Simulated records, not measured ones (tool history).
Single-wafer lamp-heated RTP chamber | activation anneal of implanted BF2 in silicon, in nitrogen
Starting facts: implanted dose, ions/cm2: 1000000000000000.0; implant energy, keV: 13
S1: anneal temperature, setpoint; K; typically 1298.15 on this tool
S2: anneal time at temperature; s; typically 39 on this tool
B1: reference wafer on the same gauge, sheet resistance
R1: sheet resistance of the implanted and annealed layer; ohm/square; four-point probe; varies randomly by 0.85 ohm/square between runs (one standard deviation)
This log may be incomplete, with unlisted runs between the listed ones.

run	hour	S1	S2	B1	R1
1	0.0	1298.15	39	136.80	170.40
2	35.8	1298.15	39	136.90	170.10
3	61.9	1298.15	39	136.65	170.90
4	91.2	1298.15	27	136.91	182.39
# hour 100.3: pyrometer window cleaned and pyrometer calibrated
5	117.2	1298.15	27	137.28	181.39
6	136.2	1298.15	27	136.86	183.94
7	151.5	1298.15	30	136.88	180.32
8	176.5	1298.15	30	136.96	178.42
9	197.4	1298.15	30	136.75	177.88
10	227.2	1298.15	39	137.14	170.46
11	244.9	1308.15	39	136.94	162.42
# hour 272.6: reflector plate cleaned
12	280.7	1308.15	39	137.03	164.80
13	312.6	1298.15	39	136.71	170.05
14	333.9	1298.15	39	137.06	171.87
# hour 344.7: pyrometer window cleaned and pyrometer calibrated
15	357.3	1298.15	39	137.11	170.08
16	383.1	1298.15	39	136.80	169.78
17	404.4	1306.15	57	136.83	156.87
18	437.4	1306.15	57	137.17	153.55
# hour 463.4: gauge calibrated
19	472.0	1318.15	57	137.25	146.81
20	502.3	1328.15	45	136.79	146.39
21	519.1	1277.15	31	137.28	204.08
22	534.6	1298.15	60	137.04	162.00
23	552.9	1298.15	39	137.10	171.45
# hour 572.5: pyrometer window cleaned and pyrometer calibrated
24	584.1	1290.15	26	136.92	193.50
25	601.6	1298.15	62	136.92	161.91
26	625.9	1270.15	27	137.08	224.35
27	658.3	1315.15	51	137.25	151.31
28	683.4	1328.15	45	136.94	145.91
29	709.1	1298.15	39	136.95	171.79
30	743.2	1275.15	54	137.01	188.40
31	759.8	1290.15	33	137.02	182.49
32	774.4	1284.15	39	137.13	186.73
# hour 797.5: pyrometer window cleaned and pyrometer calibrated
33	807.2	1283.15	33	136.85	194.08
34	822.6	1288.15	39	136.93	180.11
35	839.4	1309.15	19	137.11	183.60
36	874.2	1322.15	50	136.72	147.78

Hidden state, per run?
true wafer temperature minus pyrometer reading, K: 0 on each run
wafer temperature error from the tarnished reflector plate, K: 0 on each run
gauge reads high (%): 0 on each run
